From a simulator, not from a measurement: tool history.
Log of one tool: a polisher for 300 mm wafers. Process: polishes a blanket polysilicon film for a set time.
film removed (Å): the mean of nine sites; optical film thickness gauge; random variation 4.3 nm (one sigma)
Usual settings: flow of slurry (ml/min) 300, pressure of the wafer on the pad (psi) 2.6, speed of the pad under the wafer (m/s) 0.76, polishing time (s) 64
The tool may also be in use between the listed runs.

run	day	flow of slurry (ml/min)	pressure of the wafer on the pad (psi)	speed of the pad under the wafer (m/s)	polishing time (s)	incoming thickness of the incoming film, nm	film removed (Å)
1	0.000	300	2.6	0.76	64	1827.0	4549
2	2.458	300	2.0	0.76	64	1782.4	3713
# day 3.562: slurry nozzle cleaned
3	4.696	300	2.0	0.76	64	1773.5	3756
# day 6.079: worn pad replaced by a new one
4	6.100	300	2.0	0.76	64	1800.2	3686
5	7.525	300	2.3	0.62	64	1766.3	3687
6	9.842	300	2.3	0.62	64	1784.9	3661
7	11.279	350	2.6	0.76	64	1785.9	4806
8	12.717	350	2.6	0.76	64	1817.8	4866
9	17.062	300	2.6	0.76	64	1768.1	4809
# day 17.925: worn pad replaced by a new one
10	19.754	300	2.6	0.76	64	1757.0	4902
11	22.233	300	3.1	0.76	64	1804.1	5776
# day 22.317: slurry nozzle cleaned
# day 24.142: head pressure recalibrated
12	24.771	300	2.6	0.76	64	1824.2	4373
13	26.612	300	2.6	0.76	64	1806.2	4392
# day 28.729: worn pad replaced by a new one
14	28.750	300	2.6	0.76	64	1804.0	4396
15	30.671	215	3.3	0.76	64	1769.7	5227
16	32.292	375	3.0	0.76	64	1810.5	5140
17	33.750	255	3.3	0.90	64	1781.4	6274
18	36.738	300	2.1	0.76	64	1789.5	3751
# day 41.475: slurry nozzle cleaned
# day 41.967: worn pad replaced by a new one
19	44.517	265	2.6	0.76	64	1810.9	4558
20	47.083	390	2.9	0.62	83	1793.1	5884
21	49.167	350	3.5	0.86	50	1812.5	5243
22	50.433	200	2.1	0.60	77	1804.8	3843
23	51.929	300	2.0	0.76	64	1782.8	3847
24	53.433	300	2.6	0.92	47	1762.6	4090
25	54.704	300	2.6	0.76	64	1774.0	4749
# day 55.454: worn pad replaced by a new one
26	57.262	300	2.6	0.76	64	1784.0	4734
27	60.071	340	2.6	0.76	64	1776.7	4946
# day 60.604: head pressure recalibrated
# day 60.771: slurry nozzle cleaned
28	62.108	300	2.6	0.76	64	1759.3	4400
29	63.388	300	2.6	0.76	64	1794.7	4496

Forecast each of these 3 alternatives for the next run:
A	63.404	300	2.6	0.76	70	1807.0	?
B	63.404	375	2.2	0.52	81	1807.0	?
C	63.404	405	3.2	0.94	64	1807.0	?

run	film removed (Å)
A	4783
B	3757
C	6292
Without the tool's hidden state the same runs would have given:
run	film removed (Å)
A	4763
B	3742
C	6266
